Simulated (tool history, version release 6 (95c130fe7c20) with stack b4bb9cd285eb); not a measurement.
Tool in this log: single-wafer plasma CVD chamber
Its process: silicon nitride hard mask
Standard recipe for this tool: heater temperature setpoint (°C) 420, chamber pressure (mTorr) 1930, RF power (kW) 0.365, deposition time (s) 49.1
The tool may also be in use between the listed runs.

| run | day | heater temperature setpoint (°C) | chamber pressure (mTorr) | RF power (kW) | deposition time (s) | read-back reference wafer on the same gauge, thickness_nm | mean film thickness on the monitor wafer (angstrom) |
|---|---|---|---|---|---|---|---|
| 1 | 0.000 | 420 | 1930 | 0.365 | 49.1 | 64.103 | 616.44 |
| 2 | 5.708 | 420 | 1930 | 0.365 | 49.1 | 64.115 | 614.62 |
| 3 | 8.742 | 412 | 1930 | 0.365 | 49.1 | 64.082 | 617.48 |
| 4 | 11.088 | 412 | 1930 | 0.365 | 49.1 | 64.151 | 615.46 |
|  | 14.712 | gauge calibrated |
| 5 | 14.729 | 420 | 1780 | 0.365 | 49.1 | 64.087 | 596.28 |
| 6 | 18.671 | 420 | 1780 | 0.365 | 49.1 | 64.060 | 603.47 |
| 7 | 20.879 | 420 | 1780 | 0.365 | 49.1 | 64.123 | 601.21 |
| 8 | 23.833 | 433 | 1730 | 0.365 | 55.7 | 64.079 | 671.50 |
|  | 30.962 | capacitance manometer re-zeroed and calibrated |
|  | 31.912 | showerhead replaced |
| 9 | 31.933 | 408 | 1930 | 0.365 | 49.1 | 64.097 | 613.67 |
| 10 | 33.788 | 407 | 1930 | 0.340 | 56.8 | 64.098 | 681.96 |
| 11 | 35.962 | 420 | 2170 | 0.335 | 49.1 | 64.136 | 595.03 |
| 12 | 38.208 | 420 | 1930 | 0.365 | 43.9 | 64.086 | 544.27 |
| 13 | 40.754 | 420 | 2230 | 0.365 | 44.6 | 64.140 | 573.83 |
| 14 | 45.283 | 420 | 1930 | 0.365 | 49.1 | 64.071 | 606.98 |
| 15 | 46.971 | 420 | 1930 | 0.365 | 43.9 | 64.110 | 544.59 |
|  | 49.371 | thermocouple changed; heater temperature recalibrated |
| 16 | 51.450 | 420 | 1610 | 0.365 | 58.5 | 64.123 | 690.83 |
| 17 | 54.212 | 420 | 1930 | 0.305 | 52.6 | 64.092 | 589.80 |
| 18 | 58.479 | 420 | 1930 | 0.365 | 49.1 | 64.112 | 601.81 |
| 19 | 60.850 | 427 | 2220 | 0.310 | 49.1 | 64.080 | 568.28 |
| 20 | 63.350 | 407 | 1730 | 0.385 | 54.0 | 64.093 | 667.90 |
|  | 69.188 | RF generator calibrated |
| 21 | 76.488 | 420 | 1930 | 0.365 | 52.9 | 64.089 | 675.06 |
| 22 | 80.800 | 424 | 1930 | 0.425 | 41.4 | 64.153 | 568.88 |
| 23 | 82.471 | 420 | 2170 | 0.335 | 49.1 | 64.107 | 610.85 |
| 24 | 86.542 | 420 | 1930 | 0.365 | 49.1 | 64.077 | 625.38 |
| 25 | 89.838 | 420 | 2210 | 0.295 | 49.1 | 64.107 | 569.61 |
| 26 | 93.804 | 420 | 1930 | 0.365 | 49.1 | 64.089 | 620.96 |
| 27 | 95.679 | 413 | 1930 | 0.435 | 46.5 | 64.089 | 649.30 |
| 28 | 98.154 | 414 | 1930 | 0.365 | 49.1 | 64.082 | 623.11 |
| 29 | 101.867 | 410 | 1790 | 0.365 | 41.0 | 64.120 | 509.95 |

Here are 3 independent what-if runs from the current tool condition. What would each one return?
| A | 101.883 | 420 | 2400 | 0.365 | 49.1 | ? | ? |
| B | 101.883 | 414 | 2140 | 0.410 | 42.8 | ? | ? |
| C | 101.883 | 420 | 2210 | 0.365 | 55.6 | ? | ? |

| run | read-back reference wafer on the same gauge, thickness_nm | mean film thickness on the monitor wafer (angstrom) |
|---|---|---|
| A | 64.073 | 650.68 |
| B | 64.073 | 589.66 |
| C | 64.073 | 721.89 |
Had the tool no hidden state, the same runs would have come out as:
| run | mean film thickness on the monitor wafer (angstrom) |
|---|---|
| A | 658.76 |
| B | 596.44 |
| C | 730.85 |

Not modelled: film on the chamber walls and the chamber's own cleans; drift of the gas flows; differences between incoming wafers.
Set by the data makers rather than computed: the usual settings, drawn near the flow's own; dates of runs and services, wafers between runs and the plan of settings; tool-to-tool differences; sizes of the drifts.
